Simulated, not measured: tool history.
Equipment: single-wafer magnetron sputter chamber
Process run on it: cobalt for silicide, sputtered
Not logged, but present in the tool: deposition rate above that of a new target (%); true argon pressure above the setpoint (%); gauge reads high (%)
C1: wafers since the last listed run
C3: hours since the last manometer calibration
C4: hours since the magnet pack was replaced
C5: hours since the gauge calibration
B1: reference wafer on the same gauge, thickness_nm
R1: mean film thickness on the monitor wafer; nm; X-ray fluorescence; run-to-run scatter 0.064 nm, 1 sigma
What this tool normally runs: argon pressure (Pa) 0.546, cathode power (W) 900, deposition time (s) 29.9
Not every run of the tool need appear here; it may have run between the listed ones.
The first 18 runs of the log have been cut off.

Run 19, hour 256.6: usual settings but deposition time (s) 32.5; C1 263; wafers on the sputter target 875; C3 97; C4 105.2; C5 541.4; B1 13.582. Result: R1 12.943 nm.
At hour 259.4: gauge calibrated.
Run 20, hour 273.2: usual settings; C1 437; wafers on the sputter target 1313; C3 113.6; C4 121.8; C5 13.8; B1 13.614. Result: R1 11.843 nm.
Run 21, hour 284.9: usual settings but cathode power (W) 1100; C1 308; wafers on the sputter target 1621; C3 125.3; C4 133.5; C5 25.5; B1 13.594. Result: R1 13.805 nm.
Run 22, hour 302.6: usual settings but argon pressure (Pa) 0.352, cathode power (W) 700, deposition time (s) 27.4; C1 466; wafers on the sputter target 2088; C3 143; C4 151.2; C5 43.2; B1 13.612. Result: R1 9.486 nm.
Run 23, hour 315.5: usual settings but cathode power (W) 700, deposition time (s) 27.1; C1 340; wafers on the sputter target 2428; C3 155.9; C4 164.1; C5 56.1; B1 13.586. Result: R1 8.908 nm.
Run 24, hour 326.4: usual settings but deposition time (s) 26; C1 287; wafers on the sputter target 2715; C3 166.8; C4 175; C5 67; B1 13.607. Result: R1 10.234 nm.
Run 25, hour 341.2: usual settings but argon pressure (Pa) 0.61, cathode power (W) 1000, deposition time (s) 33; C1 390; wafers on the sputter target 3106; C3 181.6; C4 189.8; C5 81.8; B1 13.608. Result: R1 13.877 nm.
Run 26, hour 353.6: usual settings but argon pressure (Pa) 0.722, cathode power (W) 700, deposition time (s) 34.4; C1 326; wafers on the sputter target 3433; C3 194; C4 202.2; C5 94.2; B1 13.593. Result: R1 10.556 nm.
Run 27, hour 363.4: usual settings but argon pressure (Pa) 0.615, cathode power (W) 1000, deposition time (s) 35; C1 258; wafers on the sputter target 3691; C3 203.8; C4 212; C5 104; B1 13.59. Result: R1 14.397 nm.
Run 28, hour 379.5: usual settings but argon pressure (Pa) 0.379, deposition time (s) 32.4; C1 424; wafers on the sputter target 4115; C3 219.9; C4 228.1; C5 120.1; B1 13.599. Result: R1 13.196 nm.
Run 29, hour 391.7: usual settings but argon pressure (Pa) 0.735; C1 321; wafers on the sputter target 4437; C3 232.1; C4 240.3; C5 132.3; B1 13.596. Result: R1 10.884 nm.
Run 30, hour 407.4: usual settings but argon pressure (Pa) 0.747, deposition time (s) 25.6; C1 413; wafers on the sputter target 4851; C3 247.8; C4 256; C5 148; B1 13.607. Result: R1 9.216 nm.
Run 31, hour 422.6: usual settings but cathode power (W) 1000; C1 400; wafers on the sputter target 5252; C3 263; C4 271.2; C5 163.2; B1 13.609. Result: R1 12.341 nm.
At hour 441.5: sputter target and shields replaced.
Run 32, hour 442: usual settings; C1 300; wafers on the sputter target 14; C3 282.4; C4 290.6; C5 182.6; B1 13.599. Result: R1 11.89 nm.
Run 33, hour 446.6: usual settings but argon pressure (Pa) 0.451, cathode power (W) 800, deposition time (s) 25.5; C1 121; wafers on the sputter target 135; C3 287; C4 295.2; C5 187.2; B1 13.612. Result: R1 9.536 nm.
Run 34, hour 461.4: usual settings but argon pressure (Pa) 0.333, cathode power (W) 700; C1 390; wafers on the sputter target 525; C3 301.8; C4 310; C5 202; B1 13.589. Result: R1 10.541 nm.

Here are 5 independent what-if runs from the current tool condition. What would each one return?
Run A, hour 461.8: usual settings but argon pressure (Pa) 0.668; C1 10; wafers on the sputter target 535; C3 302.2; C4 310.4; C5 202.4; B1 ?. Result: R1 ?.
Run B, hour 461.8: usual settings but argon pressure (Pa) 0.71; C1 10; wafers on the sputter target 535; C3 302.2; C4 310.4; C5 202.4; B1 ?. Result: R1 ?.
Run C, hour 461.8: usual settings but argon pressure (Pa) 0.375, cathode power (W) 1050; C1 10; wafers on the sputter target 535; C3 302.2; C4 310.4; C5 202.4; B1 ?. Result: R1 ?.
Run D, hour 461.8: usual settings but deposition time (s) 26.1; C1 10; wafers on the sputter target 535; C3 302.2; C4 310.4; C5 202.4; B1 ?. Result: R1 ?.
Run E, hour 461.8: usual settings but cathode power (W) 1000, deposition time (s) 26.4; C1 10; wafers on the sputter target 535; C3 302.2; C4 310.4; C5 202.4; B1 ?. Result: R1 ?.

run      B1      R1
  A  13.574  11.568
  B  13.574  11.434
  C  13.574  14.157
  D  13.574  10.447
  E  13.574  11.461
Without the tool's hidden state the same runs would have given:
run      R1
  A   11.62
  B  11.486
  C  14.221
  D  10.495
  E  11.513

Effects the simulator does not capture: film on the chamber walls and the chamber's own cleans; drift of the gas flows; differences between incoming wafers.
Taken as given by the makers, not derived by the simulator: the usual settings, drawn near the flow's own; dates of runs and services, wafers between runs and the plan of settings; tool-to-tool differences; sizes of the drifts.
